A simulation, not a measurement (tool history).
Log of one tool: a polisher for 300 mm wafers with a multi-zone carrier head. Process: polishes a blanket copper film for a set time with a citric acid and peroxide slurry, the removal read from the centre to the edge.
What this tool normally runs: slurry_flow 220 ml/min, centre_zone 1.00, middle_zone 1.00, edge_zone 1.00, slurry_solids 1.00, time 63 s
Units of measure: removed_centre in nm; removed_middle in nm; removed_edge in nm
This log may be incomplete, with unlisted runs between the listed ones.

| run | hour | slurry_flow | centre_zone | middle_zone | edge_zone | slurry_solids | time | incoming thickness of the incoming film, nm | removed_centre | removed_middle | removed_edge |
|---|---|---|---|---|---|---|---|---|---|---|---|
| 1 | 0.0 | 220 | 0.94 | 1.00 | 1.00 | 1.00 | 63 | 1204.8 | 135.8 | 145.7 | 145.7 |
| 2 | 25.0 | 150 | 1.00 | 1.05 | 1.11 | 1.00 | 45 | 1168.7 | 94.8 | 98.8 | 104.5 |
| 3 | 47.1 | 220 | 0.91 | 1.09 | 0.89 | 1.00 | 54 | 1182.0 | 110.8 | 135.8 | 121.6 |
| 4 | 69.8 | 220 | 1.00 | 1.00 | 1.00 | 1.00 | 63 | 1181.7 | 140.5 | 143.9 | 147.9 |
| 5 | 84.7 | 240 | 1.00 | 1.00 | 1.10 | 1.00 | 63 | 1179.8 | 146.8 | 145.0 | 154.5 |
| 6 | 114.6 | 220 | 1.00 | 1.00 | 1.00 | 1.00 | 63 | 1182.3 | 141.5 | 143.0 | 145.8 |
| 7 | 140.0 | 220 | 1.00 | 1.00 | 0.89 | 1.00 | 63 | 1191.5 | 142.0 | 141.6 | 140.5 |
| 8 | 161.3 | 220 | 1.00 | 1.00 | 1.00 | 1.20 | 74 | 1194.8 | 169.3 | 175.9 | 178.0 |
|  | 163.5 | slurry nozzle cleaned |
|  | 174.1 | worn pad replaced by a new one |
| 9 | 181.2 | 220 | 1.00 | 1.00 | 1.00 | 1.00 | 63 | 1187.4 | 145.4 | 149.8 | 148.7 |
| 10 | 206.3 | 220 | 1.00 | 1.00 | 1.00 | 1.00 | 63 | 1186.0 | 145.7 | 146.3 | 154.6 |
| 11 | 224.3 | 150 | 1.00 | 1.05 | 1.11 | 1.00 | 45 | 1184.8 | 96.2 | 103.0 | 107.1 |
| 12 | 257.4 | 220 | 1.00 | 1.00 | 1.00 | 1.20 | 50 | 1178.8 | 122.3 | 124.1 | 123.2 |
|  | 269.2 | carrier head's membrane replaced by a new one |
| 13 | 356.6 | 285 | 1.00 | 0.89 | 1.00 | 1.00 | 63 | 1161.9 | 149.7 | 137.6 | 156.1 |
| 14 | 387.8 | 220 | 0.95 | 1.00 | 1.00 | 1.00 | 63 | 1193.3 | 137.2 | 148.3 | 147.5 |
| 15 | 402.0 | 220 | 1.00 | 1.08 | 1.00 | 0.90 | 63 | 1189.7 | 141.2 | 156.3 | 143.6 |
|  | 421.0 | worn pad replaced by a new one |
| 16 | 425.5 | 220 | 1.05 | 0.95 | 1.00 | 1.00 | 72 | 1174.4 | 172.1 | 165.0 | 169.4 |
| 17 | 447.0 | 220 | 1.00 | 1.00 | 1.00 | 1.00 | 63 | 1177.1 | 143.5 | 145.6 | 150.1 |
| 18 | 505.4 | 220 | 1.00 | 0.95 | 1.12 | 0.85 | 63 | 1161.1 | 132.1 | 135.5 | 148.4 |
| 19 | 535.1 | 285 | 0.92 | 1.00 | 1.10 | 1.00 | 63 | 1170.3 | 133.6 | 151.0 | 159.1 |
| 20 | 559.6 | 285 | 0.92 | 1.00 | 0.92 | 1.00 | 56 | 1170.9 | 117.7 | 136.1 | 130.2 |

Here are 5 independent what-if runs from the current tool condition. What would each one return?
| A | 560.0 | 220 | 1.00 | 1.00 | 1.00 | 1.00 | 63 | 1179.9 | ? | ? | ? |
| B | 560.0 | 250 | 1.07 | 1.00 | 1.00 | 0.85 | 63 | 1179.9 | ? | ? | ? |
| C | 560.0 | 220 | 1.00 | 1.00 | 1.00 | 0.80 | 63 | 1179.9 | ? | ? | ? |
| D | 560.0 | 220 | 1.00 | 0.97 | 1.00 | 1.00 | 63 | 1179.9 | ? | ? | ? |
| E | 560.0 | 220 | 1.00 | 1.00 | 0.92 | 1.00 | 63 | 1179.9 | ? | ? | ? |

| run | removed_centre | removed_middle | removed_edge |
|---|---|---|---|
| A | 142.1 | 142.3 | 152.4 |
| B | 148.5 | 138.5 | 147.7 |
| C | 133.4 | 133.6 | 143.1 |
| D | 142.1 | 138.7 | 152.5 |
| E | 142.1 | 142.3 | 146.5 |
Without the tool's hidden state the same runs would have given:
| run | removed_centre | removed_middle | removed_edge |
|---|---|---|---|
| A | 152.7 | 145.5 | 155.1 |
| B | 159.0 | 141.3 | 150.0 |
| C | 143.4 | 136.6 | 145.6 |
| D | 152.7 | 141.8 | 155.1 |
| E | 152.7 | 145.5 | 149.1 |
